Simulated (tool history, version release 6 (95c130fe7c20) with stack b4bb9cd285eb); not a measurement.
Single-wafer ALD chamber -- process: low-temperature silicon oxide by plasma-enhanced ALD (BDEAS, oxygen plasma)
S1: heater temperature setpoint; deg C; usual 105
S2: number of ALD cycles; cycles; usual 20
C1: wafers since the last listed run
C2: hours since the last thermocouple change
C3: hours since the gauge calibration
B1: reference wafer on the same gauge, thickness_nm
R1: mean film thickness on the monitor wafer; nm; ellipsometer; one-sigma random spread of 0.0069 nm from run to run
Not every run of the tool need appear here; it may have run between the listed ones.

{"run": 1, "hour": 0.0, "S1": 105, "S2": 20, "C1": 0, "C2": 1693.0, "C3": 177.9, "B1": 2.564, "R1": 2.753}
{"run": 2, "hour": 91.0, "S1": 105, "S2": 20, "C1": 736, "C2": 1784.0, "C3": 268.9, "B1": 2.563, "R1": 2.756}
{"run": 3, "hour": 162.0, "S1": 105, "S2": 20, "C1": 574, "C2": 1855.0, "C3": 339.9, "B1": 2.56, "R1": 2.751}
{"run": 4, "hour": 247.0, "S1": 105, "S2": 20, "C1": 687, "C2": 1940.0, "C3": 424.9, "B1": 2.557, "R1": 2.728}
{"run": 5, "hour": 328.0, "S1": 113, "S2": 17, "C1": 655, "C2": 2021.0, "C3": 505.9, "B1": 2.556, "R1": 2.301}
{"run": 6, "hour": 424.2, "S1": 112, "S2": 18, "C1": 778, "C2": 2117.2, "C3": 602.1, "B1": 2.551, "R1": 2.438}
{"run": 7, "hour": 509.6, "S1": 105, "S2": 20, "C1": 691, "C2": 2202.6, "C3": 687.5, "B1": 2.547, "R1": 2.728}
{"run": 8, "hour": 560.3, "S1": 105, "S2": 20, "C1": 410, "C2": 2253.3, "C3": 738.2, "B1": 2.541, "R1": 2.722}
{"run": 9, "hour": 626.4, "S1": 105, "S2": 20, "C1": 534, "C2": 2319.4, "C3": 804.3, "B1": 2.539, "R1": 2.722}
{"run": 10, "hour": 698.8, "S1": 105, "S2": 20, "C1": 585, "C2": 2391.8, "C3": 876.7, "B1": 2.536, "R1": 2.72}
{"hour": 799.6, "done": "gauge calibrated"}
{"run": 11, "hour": 963.6, "S1": 105, "S2": 20, "C1": 2142, "C2": 2656.6, "C3": 164.0, "B1": 2.562, "R1": 2.747}
{"hour": 977.7, "done": "thermocouple changed; heater temperature recalibrated"}
{"run": 12, "hour": 1033.6, "S1": 97, "S2": 21, "C1": 501, "C2": 55.9, "C3": 234.0, "B1": 2.561, "R1": 2.942}
{"run": 13, "hour": 1318.3, "S1": 105, "S2": 20, "C1": 2303, "C2": 340.6, "C3": 518.7, "B1": 2.552, "R1": 2.736}
{"run": 14, "hour": 1380.9, "S1": 105, "S2": 20, "C1": 506, "C2": 403.2, "C3": 581.3, "B1": 2.551, "R1": 2.726}
{"run": 15, "hour": 1453.8, "S1": 105, "S2": 20, "C1": 589, "C2": 476.1, "C3": 654.2, "B1": 2.545, "R1": 2.726}
{"run": 16, "hour": 1503.0, "S1": 119, "S2": 22, "C1": 398, "C2": 525.3, "C3": 703.4, "B1": 2.546, "R1": 2.933}
{"run": 17, "hour": 1592.5, "S1": 105, "S2": 20, "C1": 724, "C2": 614.8, "C3": 792.9, "B1": 2.539, "R1": 2.728}
{"run": 18, "hour": 1653.0, "S1": 95, "S2": 17, "C1": 489, "C2": 675.3, "C3": 853.4, "B1": 2.533, "R1": 2.366}
{"run": 19, "hour": 1715.0, "S1": 105, "S2": 23, "C1": 501, "C2": 737.3, "C3": 915.4, "B1": 2.531, "R1": 3.126}
{"run": 20, "hour": 1778.0, "S1": 113, "S2": 22, "C1": 509, "C2": 800.3, "C3": 978.4, "B1": 2.527, "R1": 2.942}
{"run": 21, "hour": 1841.4, "S1": 115, "S2": 17, "C1": 513, "C2": 863.7, "C3": 1041.8, "B1": 2.519, "R1": 2.26}
{"run": 22, "hour": 1903.1, "S1": 114, "S2": 20, "C1": 499, "C2": 925.4, "C3": 1103.5, "B1": 2.515, "R1": 2.658}

Per-run results on a tool with no hidden state, each run keeping its own random variation:
Unlogged tool condition in this case: wafer temperature above the value expected at the setpoint (K); gauge reads high (%).
run=1 R1=2.749
run=2 R1=2.753
run=3 R1=2.751
run=4 R1=2.731
run=5 R1=2.306
run=6 R1=2.447
run=7 R1=2.742
run=8 R1=2.740
run=9 R1=2.744
run=10 R1=2.747
run=11 R1=2.745
run=12 R1=2.941
run=13 R1=2.744
run=14 R1=2.737
run=15 R1=2.741
run=16 R1=2.952
run=17 R1=2.751
run=18 R1=2.390
run=19 R1=3.163
run=20 R1=2.982
run=21 R1=2.296
run=22 R1=2.706
